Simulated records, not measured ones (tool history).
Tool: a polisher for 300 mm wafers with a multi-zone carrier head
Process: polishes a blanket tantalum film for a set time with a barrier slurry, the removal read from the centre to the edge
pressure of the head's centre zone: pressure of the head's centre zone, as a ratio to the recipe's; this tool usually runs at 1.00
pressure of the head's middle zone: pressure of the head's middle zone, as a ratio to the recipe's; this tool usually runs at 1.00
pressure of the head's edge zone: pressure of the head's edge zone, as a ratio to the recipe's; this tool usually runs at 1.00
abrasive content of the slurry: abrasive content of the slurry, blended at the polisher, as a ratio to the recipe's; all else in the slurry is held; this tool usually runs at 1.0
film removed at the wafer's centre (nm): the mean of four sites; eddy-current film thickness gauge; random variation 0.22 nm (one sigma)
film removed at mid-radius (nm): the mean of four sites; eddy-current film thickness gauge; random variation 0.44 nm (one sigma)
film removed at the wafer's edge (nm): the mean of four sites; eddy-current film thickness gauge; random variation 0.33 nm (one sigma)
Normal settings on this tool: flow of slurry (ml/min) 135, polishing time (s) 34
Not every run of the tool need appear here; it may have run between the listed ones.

run	hour	flow of slurry (ml/min)	pressure of the head's centre zone	pressure of the head's middle zone	pressure of the head's edge zone	abrasive content of the slurry	polishing time (s)	wafers since the last listed run	wafers polished on this pad	hours since the slurry nozzle was cleaned	hours since the centre zone pressure was calibrated	hours since the edge zone pressure was calibrated	hours since the carrier head's membrane was replaced	incoming thickness of the incoming film, nm	film removed at the wafer's centre (nm)	film removed at mid-radius (nm)	film removed at the wafer's edge (nm)
1	0.0	135	1.00	1.00	1.00	1.0	34	0	223	55.9	718.9	323.8	536.2	322.5	32.8	33.2	32.2
2	30.2	135	1.00	1.00	1.00	1.0	34	270	493	86.1	749.1	354.0	566.4	324.2	31.7	32.2	31.5
3	61.9	135	1.00	1.08	1.00	1.0	38	284	777	117.8	780.8	385.7	598.1	320.4	35.0	38.0	34.6
4	90.9	105	1.00	1.00	1.00	1.0	34	259	1037	146.8	809.8	414.7	627.1	318.5	29.0	29.4	29.3
5	107.2	125	0.89	0.96	1.00	1.0	24	146	1184	163.1	826.1	431.0	643.4	321.7	18.9	21.5	21.9
6	131.3	135	1.00	1.00	1.00	1.0	34	216	1400	187.2	850.2	455.1	667.5	321.0	30.8	30.6	30.7
# hour 139.2: carrier head's membrane replaced by a new one, of another model than before
# hour 153.6: worn pad replaced by a new one
7	154.1	135	1.00	1.00	1.00	1.0	34	123	4	210.0	873.0	477.9	14.9	314.9	33.8	33.9	33.8
8	180.3	135	1.06	0.91	1.00	0.8	34	234	239	236.2	899.2	504.1	41.1	323.0	32.3	30.0	31.0
# hour 188.2: centre zone pressure recalibrated
9	211.4	135	1.00	1.00	1.00	1.0	34	260	500	267.3	23.2	535.2	72.2	316.4	32.2	32.9	31.3
10	238.0	135	1.10	1.05	1.07	1.0	42	238	738	293.9	49.8	561.8	98.8	320.2	42.5	40.1	40.1
# hour 245.3: edge zone pressure recalibrated
# hour 269.0: slurry nozzle cleaned
11	281.1	95	1.00	1.08	1.00	1.0	34	359	1098	12.1	92.9	35.8	141.9	318.1	28.2	29.9	29.5
12	310.5	155	0.94	1.00	1.00	1.0	34	263	1362	41.5	122.3	65.2	171.3	318.2	30.9	31.4	31.3
13	348.3	135	1.00	1.00	1.07	1.0	34	338	1700	79.3	160.1	103.0	209.1	318.2	30.9	31.1	31.3
# hour 366.9: worn pad replaced by a new one
14	377.7	170	1.00	1.00	1.00	1.0	34	227	96	108.7	189.5	132.4	238.5	318.7	35.2	35.5	34.0
15	411.0	175	1.00	1.08	1.00	1.3	34	298	394	142.0	222.8	165.7	271.8	314.7	36.6	38.6	34.8
16	442.1	115	0.90	1.00	1.00	0.8	34	278	673	173.1	253.9	196.8	302.9	321.1	26.3	29.1	28.8
17	454.4	135	1.00	1.00	1.11	1.0	34	110	784	185.4	266.2	209.1	315.2	319.6	31.6	31.4	32.1
18	486.3	100	1.00	1.00	1.00	1.0	34	285	1070	217.3	298.1	241.0	347.1	326.1	28.7	28.8	29.5
# hour 552.7: worn pad replaced by a new one
19	554.2	135	1.08	1.00	1.00	1.0	34	572	13	285.2	366.0	308.9	415.0	324.5	36.1	34.3	33.5
20	572.0	135	0.97	1.03	1.06	1.0	34	159	172	303.0	383.8	326.7	432.8	315.8	32.6	34.1	33.0
21	588.9	135	1.00	1.00	0.93	1.0	34	151	324	319.9	400.7	343.6	449.7	317.6	32.4	32.2	31.5
# hour 589.9: slurry nozzle cleaned
22	609.1	135	1.00	1.00	1.00	1.0	34	172	496	19.2	420.9	363.8	469.9	317.7	32.1	32.1	31.8

List, for all runs, the conditions of the tool that the log does not record:
slurry flow missing at the pad, %: 0 at every run
deviation of the centre zone's pressure from its setpoint, %: 0 at every run
deviation of the edge zone's pressure from its setpoint, %: 0 at every run
H1: removal rate lost through wear of the pad, %
run	H1
1	4.54
2	6.76
3	8.19
4	9.01
5	9.32
6	9.67
7	0.825
8	3.72
9	5.92
10	7.12
11	8.26
12	8.69
13	9.02
14	1.99
15	4.97
16	6.65
17	7.12
18	7.99
19	1.06
20	3.12
21	4.61
22	5.95
